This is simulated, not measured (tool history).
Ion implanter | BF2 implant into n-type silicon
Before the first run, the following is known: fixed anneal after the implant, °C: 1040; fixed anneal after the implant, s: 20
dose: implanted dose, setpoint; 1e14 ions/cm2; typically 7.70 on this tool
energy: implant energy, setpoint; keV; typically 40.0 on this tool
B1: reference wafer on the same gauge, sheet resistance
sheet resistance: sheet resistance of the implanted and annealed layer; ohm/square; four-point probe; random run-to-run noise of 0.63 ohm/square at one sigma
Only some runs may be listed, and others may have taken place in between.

Run 1, hour 0.0: usual settings; B1 169.00. Result: sheet resistance 150.38 ohm/square.
Run 2, hour 45.1: usual settings but energy 48.5 keV; B1 169.08. Result: sheet resistance 146.47 ohm/square.
Run 3, hour 112.5: usual settings but energy 48.5 keV; B1 169.33. Result: sheet resistance 147.26 ohm/square.
Run 4, hour 147.8: usual settings but energy 48.5 keV; B1 169.32. Result: sheet resistance 147.52 ohm/square.
Run 5, hour 190.5: usual settings but energy 30.0 keV; B1 169.51. Result: sheet resistance 157.26 ohm/square.
Run 6, hour 227.4: usual settings but energy 30.0 keV; B1 169.34. Result: sheet resistance 157.68 ohm/square.
Run 7, hour 263.1: usual settings but energy 30.0 keV; B1 169.43. Result: sheet resistance 158.17 ohm/square.
Run 8, hour 300.0: usual settings but dose 9.42 1e14 ions/cm2; B1 169.76. Result: sheet resistance 128.78 ohm/square.
Run 9, hour 349.7: usual settings but dose 9.42 1e14 ions/cm2; B1 169.95. Result: sheet resistance 128.49 ohm/square.
Run 10, hour 419.6: usual settings but dose 9.42 1e14 ions/cm2; B1 169.90. Result: sheet resistance 129.27 ohm/square.
Run 11, hour 465.0: usual settings but dose 8.51 1e14 ions/cm2, energy 47.0 keV; B1 170.31. Result: sheet resistance 136.20 ohm/square.
Run 12, hour 587.9: usual settings but dose 8.51 1e14 ions/cm2, energy 47.0 keV; B1 170.76. Result: sheet resistance 136.92 ohm/square.
Run 13, hour 614.9: usual settings but dose 8.51 1e14 ions/cm2, energy 47.0 keV; B1 170.72. Result: sheet resistance 136.79 ohm/square.
Run 14, hour 666.6: usual settings; B1 170.83. Result: sheet resistance 152.41 ohm/square.
Run 15, hour 704.7: usual settings; B1 170.99. Result: sheet resistance 152.76 ohm/square.
Run 16, hour 759.1: usual settings but dose 5.62 1e14 ions/cm2; B1 171.29. Result: sheet resistance 201.72 ohm/square.
Run 17, hour 815.4: usual settings but dose 6.67 1e14 ions/cm2, energy 29.0 keV; B1 171.68. Result: sheet resistance 180.24 ohm/square.
Run 18, hour 881.7: usual settings but dose 10.00 1e14 ions/cm2; B1 167.73. Result: sheet resistance 120.86 ohm/square.
Run 19, hour 948.6: usual settings but dose 9.58 1e14 ions/cm2, energy 51.5 keV; B1 167.42. Result: sheet resistance 119.84 ohm/square.
Run 20, hour 1007.8: usual settings but dose 6.65 1e14 ions/cm2, energy 47.0 keV; B1 167.66. Result: sheet resistance 166.93 ohm/square.
Run 21, hour 1037.6: usual settings but dose 9.01 1e14 ions/cm2, energy 44.0 keV; B1 167.67. Result: sheet resistance 129.45 ohm/square.
Run 22, hour 1091.3: usual settings but energy 45.5 keV; B1 167.57. Result: sheet resistance 146.81 ohm/square.
Run 23, hour 1128.2: usual settings; B1 167.63. Result: sheet resistance 149.38 ohm/square.
Run 24, hour 1164.0: usual settings but dose 5.63 1e14 ions/cm2, energy 28.5 keV; B1 167.61. Result: sheet resistance 203.37 ohm/square.
Run 25, hour 1194.4: usual settings but dose 6.92 1e14 ions/cm2, energy 36.0 keV; B1 167.82. Result: sheet resistance 165.19 ohm/square.
Run 26, hour 1242.7: usual settings but dose 5.57 1e14 ions/cm2, energy 29.5 keV; B1 167.69. Result: sheet resistance 204.41 ohm/square.
Run 27, hour 1305.1: usual settings; B1 167.94. Result: sheet resistance 148.69 ohm/square.
Run 28, hour 1395.4: usual settings but dose 8.90 1e14 ions/cm2, energy 47.0 keV; B1 168.08. Result: sheet resistance 129.52 ohm/square.

Not shown here: 4 entries made in the log between runs. Locate each between two listed runs and compare the hidden state at the listed run before it with the hidden state at the listed run after it:
Run 11 -> run 12: Faraday cup replaced and dose calibrated (hour 547.5); extraction supply calibrated (hour 568.2)
  gauge reads high (%): 1.34 -> 1.6
  measured result minus the result with no hidden state, sheet resistance: +1.80 -> +2.15 ohm/square
Run 17 -> run 18: gauge calibrated (hour 863.4)
  gauge reads high (%): 2.14 -> -0.245
  measured result minus the result with no hidden state, sheet resistance: +3.77 -> -0.30 ohm/square
Run 23 -> run 24: Faraday cup replaced and dose calibrated (hour 1143.1)
  gauge reads high (%): -0.185 -> -0.167
  measured result minus the result with no hidden state, sheet resistance: -0.28 -> -0.34 ohm/square
